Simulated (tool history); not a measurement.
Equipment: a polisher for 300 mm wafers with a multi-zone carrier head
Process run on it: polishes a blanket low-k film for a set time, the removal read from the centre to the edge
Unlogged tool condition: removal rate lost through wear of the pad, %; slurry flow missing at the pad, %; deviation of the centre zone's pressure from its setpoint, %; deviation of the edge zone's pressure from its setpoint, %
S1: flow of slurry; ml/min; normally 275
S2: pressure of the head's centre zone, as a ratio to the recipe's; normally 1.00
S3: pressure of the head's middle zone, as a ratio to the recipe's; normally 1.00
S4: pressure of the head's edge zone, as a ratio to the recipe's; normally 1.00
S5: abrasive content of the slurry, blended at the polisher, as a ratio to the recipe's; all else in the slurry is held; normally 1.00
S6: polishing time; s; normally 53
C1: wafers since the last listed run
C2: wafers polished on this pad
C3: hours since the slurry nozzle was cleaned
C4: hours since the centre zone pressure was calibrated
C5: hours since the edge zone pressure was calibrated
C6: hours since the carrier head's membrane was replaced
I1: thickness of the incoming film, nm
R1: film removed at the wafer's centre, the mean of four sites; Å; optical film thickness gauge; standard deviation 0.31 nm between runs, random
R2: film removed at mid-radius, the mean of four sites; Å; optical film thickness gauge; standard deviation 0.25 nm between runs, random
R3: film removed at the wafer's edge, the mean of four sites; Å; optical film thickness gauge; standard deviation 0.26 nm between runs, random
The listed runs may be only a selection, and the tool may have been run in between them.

| run | day | S1 | S2 | S3 | S4 | S5 | S6 | C1 | C2 | C3 | C4 | C5 | C6 | I1 | R1 | R2 | R3 |
|---|---|---|---|---|---|---|---|---|---|---|---|---|---|---|---|---|---|
| 1 | 0.000 | 240 | 1.00 | 1.00 | 1.00 | 1.00 | 53 | 0 | 1211 | 528.3 | 11.2 | 1128.2 | 98.1 | 375.5 | 247 | 242 | 254 |
|  | 0.862 | worn pad replaced by a new one |
| 2 | 1.300 | 240 | 1.00 | 1.00 | 1.00 | 1.00 | 53 | 219 | 84 | 559.5 | 42.4 | 1159.4 | 129.3 | 370.9 | 244 | 243 | 257 |
| 3 | 2.512 | 275 | 1.00 | 1.04 | 1.00 | 1.00 | 53 | 234 | 319 | 588.6 | 71.5 | 1188.5 | 158.4 | 370.4 | 256 | 253 | 259 |
| 4 | 3.575 | 275 | 1.09 | 1.00 | 1.00 | 1.10 | 42 | 205 | 524 | 614.1 | 97.0 | 1214.0 | 183.9 | 373.5 | 227 | 202 | 215 |
| 5 | 4.229 | 275 | 1.00 | 1.00 | 1.00 | 1.00 | 39 | 126 | 650 | 629.8 | 112.7 | 1229.7 | 199.6 | 366.4 | 188 | 188 | 192 |
|  | 4.425 | edge zone pressure recalibrated |
| 6 | 5.196 | 275 | 1.00 | 1.00 | 0.94 | 1.10 | 53 | 170 | 821 | 653.0 | 135.9 | 18.5 | 222.8 | 372.7 | 269 | 260 | 257 |
| 7 | 5.783 | 275 | 1.00 | 1.03 | 1.00 | 0.90 | 53 | 113 | 935 | 667.1 | 150.0 | 32.6 | 236.9 | 373.6 | 240 | 242 | 246 |
| 8 | 6.804 | 275 | 1.07 | 1.00 | 1.00 | 1.00 | 67 | 197 | 1132 | 691.6 | 174.5 | 57.1 | 261.4 | 366.2 | 347 | 313 | 327 |
| 9 | 7.954 | 275 | 0.93 | 1.00 | 1.00 | 1.25 | 41 | 222 | 1354 | 719.2 | 202.1 | 84.7 | 289.0 | 368.7 | 200 | 209 | 219 |
| 10 | 9.396 | 275 | 1.00 | 1.00 | 0.98 | 1.15 | 53 | 278 | 1633 | 753.8 | 236.7 | 119.3 | 323.6 | 370.5 | 267 | 263 | 276 |
|  | 9.629 | worn pad replaced by a new one |
| 11 | 10.088 | 275 | 1.00 | 1.00 | 1.00 | 1.00 | 53 | 101 | 88 | 770.4 | 253.3 | 135.9 | 340.2 | 371.0 | 252 | 245 | 266 |
|  | 10.938 | slurry nozzle cleaned |
| 12 | 11.388 | 360 | 1.03 | 1.00 | 1.00 | 1.10 | 34 | 243 | 331 | 10.8 | 284.5 | 167.1 | 371.4 | 364.8 | 180 | 171 | 179 |
| 13 | 12.721 | 275 | 1.00 | 0.89 | 1.00 | 0.90 | 53 | 257 | 589 | 42.8 | 316.5 | 199.1 | 403.4 | 364.9 | 240 | 213 | 250 |
| 14 | 13.621 | 275 | 1.00 | 1.00 | 1.00 | 1.00 | 53 | 173 | 763 | 64.4 | 338.1 | 220.7 | 425.0 | 367.2 | 257 | 248 | 265 |
| 15 | 14.350 | 275 | 1.00 | 1.00 | 1.00 | 1.00 | 53 | 140 | 904 | 81.9 | 355.6 | 238.2 | 442.5 | 368.0 | 253 | 244 | 264 |
| 16 | 15.088 | 275 | 1.00 | 1.00 | 1.00 | 1.00 | 53 | 142 | 1046 | 99.6 | 373.3 | 255.9 | 460.2 | 373.8 | 256 | 247 | 259 |
| 17 | 16.408 | 275 | 0.91 | 1.00 | 1.00 | 1.00 | 53 | 255 | 1301 | 131.3 | 405.0 | 287.6 | 491.9 | 375.0 | 237 | 247 | 257 |
| 18 | 17.300 | 200 | 1.00 | 1.00 | 1.00 | 1.00 | 53 | 172 | 1474 | 152.7 | 426.4 | 309.0 | 513.3 | 374.8 | 248 | 242 | 254 |
|  | 17.942 | worn pad replaced by a new one |
| 19 | 18.421 | 275 | 1.00 | 1.00 | 1.00 | 1.00 | 53 | 184 | 92 | 179.6 | 453.3 | 335.9 | 540.2 | 370.1 | 256 | 250 | 260 |
| 20 | 19.292 | 275 | 1.09 | 1.00 | 1.00 | 1.00 | 53 | 168 | 261 | 200.5 | 474.2 | 356.8 | 561.1 | 368.7 | 280 | 253 | 258 |
| 21 | 20.192 | 275 | 1.00 | 1.00 | 1.00 | 1.00 | 53 | 173 | 434 | 222.1 | 495.8 | 378.4 | 582.7 | 366.9 | 248 | 247 | 262 |

The next listed run, before its measurement:
| 22 | 20.750 | 275 | 1.00 | 1.05 | 1.00 | 0.90 | 53 | 107 | 542 | 235.5 | 509.2 | 391.8 | 596.1 | 371.0 | ? | ? | ? |

R1: 236 Å
R2: 248 Å
R3: 251 Å
Had the tool carried no hidden state, the very same run would have given R1 236 Å, R2 248 Å, R3 251 Å.
